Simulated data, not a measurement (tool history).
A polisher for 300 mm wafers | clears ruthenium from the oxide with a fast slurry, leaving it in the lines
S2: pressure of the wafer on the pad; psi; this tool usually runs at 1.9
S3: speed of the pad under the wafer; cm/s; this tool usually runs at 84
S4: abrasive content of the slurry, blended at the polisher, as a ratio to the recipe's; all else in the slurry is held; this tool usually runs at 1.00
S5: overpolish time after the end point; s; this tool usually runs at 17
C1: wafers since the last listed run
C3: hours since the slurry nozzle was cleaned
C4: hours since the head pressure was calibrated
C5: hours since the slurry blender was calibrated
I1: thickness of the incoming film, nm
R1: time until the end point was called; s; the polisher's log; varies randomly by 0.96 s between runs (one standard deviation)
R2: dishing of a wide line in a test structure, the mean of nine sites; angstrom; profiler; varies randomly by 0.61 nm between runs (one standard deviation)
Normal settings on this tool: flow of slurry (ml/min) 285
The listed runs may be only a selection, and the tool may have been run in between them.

Run 1, day 0.000: usual settings but S2 1.6 psi; C1 0; wafers polished on this pad 3408; C3 287.8; C4 21.6; C5 347.3; I1 130.3. Result: R1 73.9 s, R2 270 angstrom.
At day 1.096: slurry nozzle cleaned.
Run 2, day 1.800: usual settings but S2 1.6 psi; C1 573; wafers polished on this pad 3981; C3 16.9; C4 64.8; C5 390.5; I1 128.3. Result: R1 69.6 s, R2 266 angstrom.
At day 3.058: worn pad replaced by a new one.
Run 3, day 3.683: usual settings but S5 11 s; C1 559; wafers polished on this pad 203; C3 62.1; C4 110.0; C5 435.7; I1 132.1. Result: R1 62.9 s, R2 209 angstrom.
At day 4.642: slurry blender recalibrated.
Run 4, day 6.446: usual settings but S5 11 s; C1 873; wafers polished on this pad 1077; C3 128.4; C4 176.3; C5 43.3; I1 131.0. Result: R1 62.0 s, R2 208 angstrom.
Run 5, day 8.808: usual settings; C1 770; wafers polished on this pad 1848; C3 185.1; C4 233.0; C5 100.0; I1 132.4. Result: R1 62.5 s, R2 309 angstrom.
Run 6, day 11.771: usual settings; C1 966; wafers polished on this pad 2814; C3 256.2; C4 304.1; C5 171.1; I1 127.8. Result: R1 60.2 s, R2 314 angstrom.
Run 7, day 13.062: usual settings; C1 421; wafers polished on this pad 3235; C3 287.2; C4 335.1; C5 202.1; I1 129.4. Result: R1 60.4 s, R2 324 angstrom.
At day 14.342: worn pad replaced by a new one.
At day 14.946: slurry nozzle cleaned.
Run 8, day 15.321: usual settings; C1 668; wafers polished on this pad 305; C3 9.0; C4 389.3; C5 256.3; I1 129.6. Result: R1 59.5 s, R2 318 angstrom.
Run 9, day 17.250: usual settings but S2 1.7 psi, S4 1.10; C1 629; wafers polished on this pad 934; C3 55.3; C4 435.6; C5 302.6; I1 130.6. Result: R1 65.6 s, R2 290 angstrom.
At day 18.025: head pressure recalibrated.
Run 10, day 20.004: usual settings but S2 1.7 psi, S4 1.10; C1 871; wafers polished on this pad 1805; C3 121.4; C4 47.5; C5 368.7; I1 130.5. Result: R1 66.9 s, R2 294 angstrom.
Run 11, day 22.129: usual settings; C1 693; wafers polished on this pad 2498; C3 172.4; C4 98.5; C5 419.7; I1 128.4. Result: R1 60.6 s, R2 320 angstrom.
At day 23.825: slurry blender recalibrated.
Run 12, day 25.112: usual settings; C1 945; wafers polished on this pad 3444; C3 244.0; C4 170.1; C5 30.9; I1 127.6. Result: R1 59.7 s, R2 314 angstrom.
At day 25.738: worn pad replaced by a new one.
Run 13, day 26.162: usual settings; C1 288; wafers polished on this pad 138; C3 269.2; C4 195.3; C5 56.1; I1 129.7. Result: R1 60.6 s, R2 317 angstrom.
At day 26.750: slurry nozzle cleaned.
Run 14, day 27.925: usual settings; C1 561; wafers polished on this pad 699; C3 28.2; C4 237.6; C5 98.4; I1 129.4. Result: R1 61.2 s, R2 321 angstrom.
Run 15, day 29.392: usual settings but S2 1.3 psi; C1 478; wafers polished on this pad 1177; C3 63.4; C4 272.8; C5 133.6; I1 131.2. Result: R1 88.2 s, R2 222 angstrom.
Run 16, day 31.396: usual settings; C1 653; wafers polished on this pad 1831; C3 111.5; C4 320.9; C5 181.7; I1 129.5. Result: R1 60.2 s, R2 319 angstrom.
Run 17, day 34.254: usual settings but S3 106 cm/s; C1 932; wafers polished on this pad 2763; C3 180.1; C4 389.5; C5 250.3; I1 130.2. Result: R1 51.8 s, R2 375 angstrom.
Run 18, day 35.308: usual settings but S3 106 cm/s; C1 343; wafers polished on this pad 3107; C3 205.4; C4 414.8; C5 275.6; I1 128.6. Result: R1 49.9 s, R2 365 angstrom.
At day 35.867: head pressure recalibrated.
At day 37.725: worn pad replaced by a new one.
Run 19, day 37.808: usual settings but S3 66 cm/s; C1 733; wafers polished on this pad 27; C3 265.4; C4 46.6; C5 335.6; I1 129.1. Result: R1 71.3 s, R2 270 angstrom.
At day 39.675: slurry nozzle cleaned.
At day 41.058: slurry blender recalibrated.
Run 20, day 41.521: usual settings; C1 1170; wafers polished on this pad 1197; C3 44.3; C4 135.7; C5 11.1; I1 131.1. Result: R1 61.7 s, R2 319 angstrom.
Run 21, day 44.033: usual settings but flow of slurry (ml/min) 355, S4 1.10, S5 23 s; C1 819; wafers polished on this pad 2016; C3 104.6; C4 196.0; C5 71.4; I1 132.6. Result: R1 60.6 s, R2 424 angstrom.
Run 22, day 46.042: usual settings but flow of slurry (ml/min) 320, S3 64 cm/s, S5 9 s; C1 655; wafers polished on this pad 2671; C3 152.8; C4 244.2; C5 119.6; I1 129.3. Result: R1 74.3 s, R2 144 angstrom.
Run 23, day 48.138: usual settings; C1 683; wafers polished on this pad 3355; C3 203.1; C4 294.5; C5 169.9; I1 130.4. Result: R1 63.1 s, R2 313 angstrom.
At day 49.046: worn pad replaced by a new one.
Run 24, day 50.042: usual settings but flow of slurry (ml/min) 250, S3 70 cm/s, S4 1.15, S5 27 s; C1 566; wafers polished on this pad 324; C3 248.8; C4 340.2; C5 215.6; I1 128.7. Result: R1 67.7 s, R2 454 angstrom.
Run 25, day 51.521: usual settings but S2 2.2 psi, S3 66 cm/s, S4 0.75, S5 23 s; C1 482; wafers polished on this pad 807; C3 284.3; C4 375.7; C5 251.1; I1 131.4. Result: R1 71.1 s, R2 364 angstrom.
At day 52.146: head pressure recalibrated.
At day 52.704: slurry nozzle cleaned.
Run 26, day 53.500: usual settings but flow of slurry (ml/min) 370, S2 2.4 psi, S4 1.20; C1 604; wafers polished on this pad 1411; C3 19.1; C4 32.5; C5 298.6; I1 129.2. Result: R1 44.8 s, R2 424 angstrom.
Run 27, day 55.446: usual settings but S4 1.30, S5 21 s; C1 634; wafers polished on this pad 2046; C3 65.8; C4 79.2; C5 345.3; I1 130.4. Result: R1 55.3 s, R2 424 angstrom.
Run 28, day 56.779: usual settings; C1 434; wafers polished on this pad 2481; C3 97.8; C4 111.2; C5 377.3; I1 128.4. Result: R1 59.5 s, R2 307 angstrom.
At day 59.138: slurry blender recalibrated.
Run 29, day 59.467: usual settings but flow of slurry (ml/min) 245, S4 0.75, S5 21 s; C1 849; wafers polished on this pad 3330; C3 162.3; C4 175.7; C5 7.9; I1 128.2. Result: R1 68.1 s, R2 341 angstrom.

Forecast each of these 3 alternatives for the next run:
Run A, day 59.483: usual settings; C1 5; wafers polished on this pad 3336; C3 162.7; C4 176.1; C5 8.3; I1 129.4. Result: R1 ?, R2 ?.
Run B, day 59.483: usual settings but flow of slurry (ml/min) 215, S3 66 cm/s, S4 0.80, S5 25 s; C1 5; wafers polished on this pad 3336; C3 162.7; C4 176.1; C5 8.3; I1 129.4. Result: R1 ?, R2 ?.
Run C, day 59.483: usual settings but flow of slurry (ml/min) 330, S3 110 cm/s, S5 22 s; C1 5; wafers polished on this pad 3336; C3 162.7; C4 176.1; C5 8.3; I1 129.4. Result: R1 ?, R2 ?.

run    R1   R2
  A  60.9  315
  B  80.6  347
  C  48.9  487
Stripped of hidden state, with their random variation kept, the same runs would have yielded:
run    R1   R2
  A  60.9  315
  B  80.6  347
  C  48.9  487

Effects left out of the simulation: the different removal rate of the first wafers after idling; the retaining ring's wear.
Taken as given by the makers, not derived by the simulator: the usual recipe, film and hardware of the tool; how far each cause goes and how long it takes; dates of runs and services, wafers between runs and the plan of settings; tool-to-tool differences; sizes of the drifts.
